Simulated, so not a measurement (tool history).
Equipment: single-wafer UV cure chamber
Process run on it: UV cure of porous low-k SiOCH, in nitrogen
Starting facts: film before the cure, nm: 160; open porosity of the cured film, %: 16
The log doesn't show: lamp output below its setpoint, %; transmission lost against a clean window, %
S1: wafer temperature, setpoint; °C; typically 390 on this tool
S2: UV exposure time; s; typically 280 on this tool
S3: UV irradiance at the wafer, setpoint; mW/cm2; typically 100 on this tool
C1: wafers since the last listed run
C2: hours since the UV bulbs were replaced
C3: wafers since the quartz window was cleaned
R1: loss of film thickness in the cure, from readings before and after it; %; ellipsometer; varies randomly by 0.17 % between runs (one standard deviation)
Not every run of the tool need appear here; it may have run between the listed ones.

Run 1, hour 0.0: usual settings but S3 82 mW/cm2; C1 0; C2 1082.7; C3 919. Result: R1 10.947 %.
Run 2, hour 25.7: usual settings but S1 377 °C; C1 166; C2 1108.4; C3 1085. Result: R1 11.370 %.
Run 3, hour 42.5: usual settings but S1 377 °C; C1 108; C2 1125.2; C3 1193. Result: R1 11.213 %.
Run 4, hour 56.0: usual settings; C1 87; C2 1138.7; C3 1281. Result: R1 11.364 %.
At hour 67.0: quartz window cleaned.
Run 5, hour 77.4: usual settings; C1 86; C2 1160.1; C3 67. Result: R1 12.285 %.
Run 6, hour 111.9: usual settings but S3 117 mW/cm2; C1 222; C2 1194.6; C3 290. Result: R1 12.978 %.
Run 7, hour 144.1: usual settings; C1 208; C2 1226.8; C3 498. Result: R1 12.656 %.
Run 8, hour 159.5: usual settings; C1 99; C2 1242.2; C3 597. Result: R1 12.179 %.
Run 9, hour 188.7: usual settings; C1 188; C2 1271.4; C3 786. Result: R1 12.128 %.
Run 10, hour 213.4: usual settings but S1 404 °C, S3 79 mW/cm2; C1 159; C2 1296.1; C3 945. Result: R1 11.185 %.
Run 11, hour 237.8: usual settings; C1 157; C2 1320.5; C3 1103. Result: R1 11.820 %.
At hour 246.0: quartz window cleaned.
Run 12, hour 256.9: usual settings but S2 410 s; C1 71; C2 1339.6; C3 70. Result: R1 14.363 %.
Run 13, hour 275.9: usual settings but S3 80 mW/cm2; C1 122; C2 1358.6; C3 192. Result: R1 11.450 %.
At hour 339.9: UV bulbs replaced.
Run 14, hour 381.5: usual settings but S2 165 s; C1 630; C2 41.6; C3 823. Result: R1 9.622 %.
At hour 404.8: quartz window cleaned.
Run 15, hour 426.1: usual settings but S1 403 °C, S2 125 s, S3 78 mW/cm2; C1 236; C2 86.2; C3 137. Result: R1 8.241 %.
Run 16, hour 449.9: usual settings but S1 410 °C, S3 124 mW/cm2; C1 153; C2 110.0; C3 291. Result: R1 13.491 %.
Run 17, hour 476.6: usual settings but S2 410 s; C1 172; C2 136.7; C3 463. Result: R1 13.792 %.
Run 18, hour 502.1: usual settings but S1 375 °C, S2 235 s, S3 75 mW/cm2; C1 164; C2 162.2; C3 628. Result: R1 9.858 %.
Run 19, hour 515.9: usual settings but S1 396 °C, S2 405 s, S3 64 mW/cm2; C1 89; C2 176.0; C3 717. Result: R1 11.780 %.

Run-by-run hidden state of the tool:
lamp output below its setpoint, %: 0, the same for each run
H1: transmission lost against a clean window, %
run      H1
  1    13.3
  2      18
  3    21.5
  4    24.6
  5  0.0905
  6    1.22
  7    3.54
  8    5.09
  9    8.79
 10    12.7
 11    17.3
 12    1.36
 13    1.82
 14    12.2
 15    2.88
 16    3.82
 17    5.66
 18    8.21
 19    9.91
